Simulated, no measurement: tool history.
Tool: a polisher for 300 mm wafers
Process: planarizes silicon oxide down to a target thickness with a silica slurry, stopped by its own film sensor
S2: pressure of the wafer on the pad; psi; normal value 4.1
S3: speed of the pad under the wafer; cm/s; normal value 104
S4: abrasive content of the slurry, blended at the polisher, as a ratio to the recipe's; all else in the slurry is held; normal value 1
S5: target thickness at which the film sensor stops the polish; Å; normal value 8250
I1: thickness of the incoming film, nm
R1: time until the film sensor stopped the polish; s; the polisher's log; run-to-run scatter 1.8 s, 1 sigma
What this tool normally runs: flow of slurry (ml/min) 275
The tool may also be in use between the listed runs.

run 1 day=0 | flow_of_slurry_(ml/min)=275 S2=4.1 S3=128 S4=1 S5=8250 | I1=1085.9 | R1=83.5
-- day=0.625 slurry blender recalibrated
run 2 day=1.9 | flow_of_slurry_(ml/min)=275 S2=4.1 S3=104 S4=1 S5=8520 | I1=1099 | R1=93.8
-- day=4.483 worn pad replaced by a new one
run 3 day=5.288 | flow_of_slurry_(ml/min)=275 S2=4.1 S3=104 S4=1 S5=7490 | I1=1104.8 | R1=138.9
-- day=8.658 slurry nozzle cleaned
-- day=10.596 conditioning disc replaced and pad reconditioned
-- day=13.262 head pressure recalibrated
run 4 day=15.808 | flow_of_slurry_(ml/min)=305 S2=4.1 S3=104 S4=1 S5=8250 | I1=1100.4 | R1=96.4
-- day=16.288 slurry blender recalibrated
run 5 day=19.992 | flow_of_slurry_(ml/min)=305 S2=4.1 S3=104 S4=1 S5=8250 | I1=1075.4 | R1=92.2
run 6 day=21.9 | flow_of_slurry_(ml/min)=305 S2=4.1 S3=104 S4=1 S5=8250 | I1=1103.6 | R1=104.4
-- day=23.117 worn pad replaced by a new one
run 7 day=23.879 | flow_of_slurry_(ml/min)=275 S2=4.1 S3=104 S4=0.85 S5=8250 | I1=1099.9 | R1=107.3
-- day=25.729 conditioning disc replaced and pad reconditioned
-- day=26.175 slurry nozzle cleaned
run 8 day=26.321 | flow_of_slurry_(ml/min)=275 S2=4.1 S3=104 S4=0.85 S5=8250 | I1=1123.1 | R1=111.3
run 9 day=28.175 | flow_of_slurry_(ml/min)=275 S2=4.1 S3=104 S4=0.85 S5=8250 | I1=1102.7 | R1=104.7
-- day=30.942 slurry blender recalibrated
run 10 day=31.521 | flow_of_slurry_(ml/min)=205 S2=4.7 S3=104 S4=1 S5=8250 | I1=1103.8 | R1=92.1
run 11 day=34.258 | flow_of_slurry_(ml/min)=205 S2=4.7 S3=104 S4=1 S5=8250 | I1=1098.5 | R1=90.4
-- day=37.175 head pressure recalibrated
run 12 day=38.579 | flow_of_slurry_(ml/min)=205 S2=4.7 S3=104 S4=1 S5=8250 | I1=1078.6 | R1=87.4
-- day=40.262 worn pad replaced by a new one
-- day=40.35 conditioning disc replaced and pad reconditioned
-- day=40.792 slurry nozzle cleaned
run 13 day=42.079 | flow_of_slurry_(ml/min)=305 S2=4.1 S3=104 S4=1 S5=8250 | I1=1100.8 | R1=94.9
run 14 day=45.2 | flow_of_slurry_(ml/min)=275 S2=4.1 S3=120 S4=1 S5=7830 | I1=1098.9 | R1=102.7
run 15 day=47.083 | flow_of_slurry_(ml/min)=275 S2=4.1 S3=104 S4=1 S5=8250 | I1=1106.3 | R1=104.4
-- day=47.754 slurry blender recalibrated
run 16 day=51.367 | flow_of_slurry_(ml/min)=275 S2=2.7 S3=104 S4=1 S5=7550 | I1=1094.8 | R1=182.9
run 17 day=54.346 | flow_of_slurry_(ml/min)=275 S2=4.1 S3=104 S4=1.15 S5=8250 | I1=1100.8 | R1=104.1
-- day=55.579 conditioning disc replaced and pad reconditioned
run 18 day=56.275 | flow_of_slurry_(ml/min)=275 S2=4.1 S3=104 S4=1 S5=8250 | I1=1089.6 | R1=91.2
-- day=58.654 slurry nozzle cleaned
-- day=58.788 worn pad replaced by a new one
run 19 day=58.825 | flow_of_slurry_(ml/min)=225 S2=5.2 S3=116 S4=0.75 S5=8250 | I1=1101.8 | R1=82
-- day=59.033 head pressure recalibrated
run 20 day=63.179 | flow_of_slurry_(ml/min)=195 S2=4.1 S3=82 S4=1.25 S5=7460 | I1=1106.2 | R1=145
-- day=64.717 slurry blender recalibrated
-- day=71.712 conditioning disc replaced and pad reconditioned
-- day=73.054 slurry nozzle cleaned
run 21 day=74.471 | flow_of_slurry_(ml/min)=275 S2=4.1 S3=104 S4=0.7 S5=7640 | I1=1083.4 | R1=127.1
run 22 day=76.629 | flow_of_slurry_(ml/min)=275 S2=3 S3=134 S4=1.15 S5=9030 | I1=1099.2 | R1=73.3
-- day=76.817 worn pad replaced by a new one
run 23 day=78.746 | flow_of_slurry_(ml/min)=205 S2=4.1 S3=104 S4=1.1 S5=8250 | I1=1106.7 | R1=97.4
-- day=79.804 slurry blender recalibrated
run 24 day=80.367 | flow_of_slurry_(ml/min)=320 S2=4.8 S3=104 S4=1 S5=8250 | I1=1120.6 | R1=92.1
run 25 day=83.388 | flow_of_slurry_(ml/min)=215 S2=4.1 S3=104 S4=1 S5=8250 | I1=1105.6 | R1=105

Each row is a separate what-if for the run after 25, all from the same tool condition, not one after another. Results?
run A day=83.404 | flow_of_slurry_(ml/min)=275 S2=4.1 S3=104 S4=0.75 S5=8250 | I1=1114.3 | R1=?
run B day=83.404 | flow_of_slurry_(ml/min)=275 S2=4.5 S3=104 S4=1 S5=9070 | I1=1114.3 | R1=?
run C day=83.404 | flow_of_slurry_(ml/min)=340 S2=4.1 S3=104 S4=0.75 S5=8250 | I1=1114.3 | R1=?

run=A R1=117.6
run=B R1=71.3
run=C R1=115.9
With the hidden condition removed and each run's random variation left untouched, the same runs would have given:
run=A R1=108
run=B R1=65
run=C R1=106.4
